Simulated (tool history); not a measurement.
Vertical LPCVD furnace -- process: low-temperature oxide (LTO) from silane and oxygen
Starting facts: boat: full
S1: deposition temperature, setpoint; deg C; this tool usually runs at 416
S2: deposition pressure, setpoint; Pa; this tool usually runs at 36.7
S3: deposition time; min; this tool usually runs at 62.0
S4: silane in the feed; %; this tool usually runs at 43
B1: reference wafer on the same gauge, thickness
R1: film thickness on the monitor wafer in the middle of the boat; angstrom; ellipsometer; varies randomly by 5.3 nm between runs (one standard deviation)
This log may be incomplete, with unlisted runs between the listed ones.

{"run": 1, "hour": 0.0, "S1": 416, "S2": 36.7, "S3": 62.0, "S4": 43, "B1": 962.44, "R1": 9270.8}
{"run": 2, "hour": 40.1, "S1": 416, "S2": 36.7, "S3": 62.0, "S4": 43, "B1": 961.36, "R1": 9253.6}
{"run": 3, "hour": 113.6, "S1": 416, "S2": 36.7, "S3": 62.0, "S4": 43, "B1": 961.22, "R1": 9320.2}
{"run": 4, "hour": 154.2, "S1": 416, "S2": 36.7, "S3": 62.0, "S4": 43, "B1": 963.13, "R1": 9298.1}
{"run": 5, "hour": 238.8, "S1": 416, "S2": 36.7, "S3": 62.0, "S4": 43, "B1": 962.92, "R1": 9284.0}
{"run": 6, "hour": 277.9, "S1": 416, "S2": 36.7, "S3": 62.0, "S4": 43, "B1": 960.08, "R1": 9265.9}
{"run": 7, "hour": 363.2, "S1": 419, "S2": 36.7, "S3": 62.0, "S4": 43, "B1": 962.23, "R1": 9523.8}
{"run": 8, "hour": 414.9, "S1": 424, "S2": 36.7, "S3": 76.5, "S4": 43, "B1": 962.34, "R1": 12426.4}
{"run": 9, "hour": 454.1, "S1": 416, "S2": 36.7, "S3": 62.0, "S4": 43, "B1": 962.44, "R1": 9278.4}
{"run": 10, "hour": 503.0, "S1": 405, "S2": 40.7, "S3": 69.0, "S4": 45, "B1": 962.41, "R1": 10654.8}
{"run": 11, "hour": 556.6, "S1": 416, "S2": 36.7, "S3": 62.0, "S4": 43, "B1": 963.3, "R1": 9327.9}
{"run": 12, "hour": 658.1, "S1": 423, "S2": 36.7, "S3": 47.0, "S4": 35, "B1": 961.59, "R1": 5878.3}
{"run": 13, "hour": 710.7, "S1": 404, "S2": 30.0, "S3": 39.0, "S4": 43, "B1": 963.12, "R1": 4211.9}
{"run": 14, "hour": 766.5, "S1": 416, "S2": 36.7, "S3": 62.0, "S4": 43, "B1": 963.89, "R1": 9197.0}
{"run": 15, "hour": 866.9, "S1": 416, "S2": 36.7, "S3": 62.0, "S4": 43, "B1": 963.92, "R1": 9214.2}

For run 16, what comes out?
{"hour": 870.2, "done": "gauge calibrated"}
{"run": 16, "hour": 949.9, "S1": 420, "S2": 36.7, "S3": 76.5, "S4": 39, "B1": "?", "R1": "?"}

Run 16 gave B1 963.60, R1 10640.7 angstrom.
With no hidden state in the tool, this same run would have given R1 10677.3 angstrom.
